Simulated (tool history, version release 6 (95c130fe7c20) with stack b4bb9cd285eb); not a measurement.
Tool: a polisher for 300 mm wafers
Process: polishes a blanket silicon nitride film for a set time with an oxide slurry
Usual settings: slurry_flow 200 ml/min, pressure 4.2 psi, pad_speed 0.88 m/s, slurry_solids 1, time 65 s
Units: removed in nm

run    day  slurry_flow  pressure  pad_speed  slurry_solids  time  wafers since the last listed run  wafers polished on this pad  hours since the slurry nozzle was cleaned  hours since the head pressure was calibrated  hours since the slurry blender was calibrated  hours since the conditioning disc was replaced  incoming thickness of the incoming film, nm  removed
  1      0          200       4.2       0.88              1    65                                 0                          766                                       67.3                                         691.6                                            392                                           293.8                                        420.5       36
  2  0.488          200       4.2       0.88              1    65                               134                          901                                         79                                         703.3                                          403.7                                           305.5                                        422.5     36.5
  3  1.183          200       4.2       0.88              1    65                               191                         1092                                       95.7                                           720                                          420.4                                           322.2                                        423.3     35.6
     1.571  -- slurry blender recalibrated
  4  1.883          200       4.2       0.88            1.2    59                               169                         1262                                      112.5                                         736.8                                            7.5                                             339                                        414.9     35.2
     2.446  -- worn pad replaced by a new one
  5  2.596          200       4.2       0.88            1.2    59                               150                           40                                      129.6                                         753.9                                           24.6                                           356.1                                        420.9     34.4
  6  3.267          200       4.2       0.88              1    72                               184                          225                                      145.7                                           770                                           40.7                                           372.2                                          421     39.1
  7  3.962          200       4.2       0.88              1    65                               191                          417                                      162.4                                         786.7                                           57.4                                           388.9                                        428.4     35.3
     4.254  -- head pressure recalibrated
  8  4.271          200       5.4       0.88           1.25    77                                61                          479                                      169.8                                           0.4                                           64.8                                           396.3                                        418.2     51.7
  9  4.642          250       5.3       0.88              1    65                               102                          581                                      178.7                                           9.3                                           73.7                                           405.2                                        418.3     41.1
 10  5.908          200       4.2       0.88              1    65                               348                          929                                      209.1                                          39.7                                          104.1                                           435.6                                        428.1       36
 11  6.217          200       3.8       0.74            1.2    79                                84                         1014                                      216.5                                          47.1                                          111.5                                             443                                        424.5     39.4
 12  6.542          200       4.2       0.88           0.75    65                                89                         1104                                      224.3                                          54.9                                          119.3                                           450.8                                        421.7     32.4

Run 13 comes next. What will it give?
 13  7.058          200       4.2       0.88              1    65                               142                         1246                                      236.7                                          67.3                                          131.7                                           463.2                                        411.8        ?

Run 13 gave removed 34.8 nm.
Without the tool's hidden state the same run would have given removed 42.3 nm.
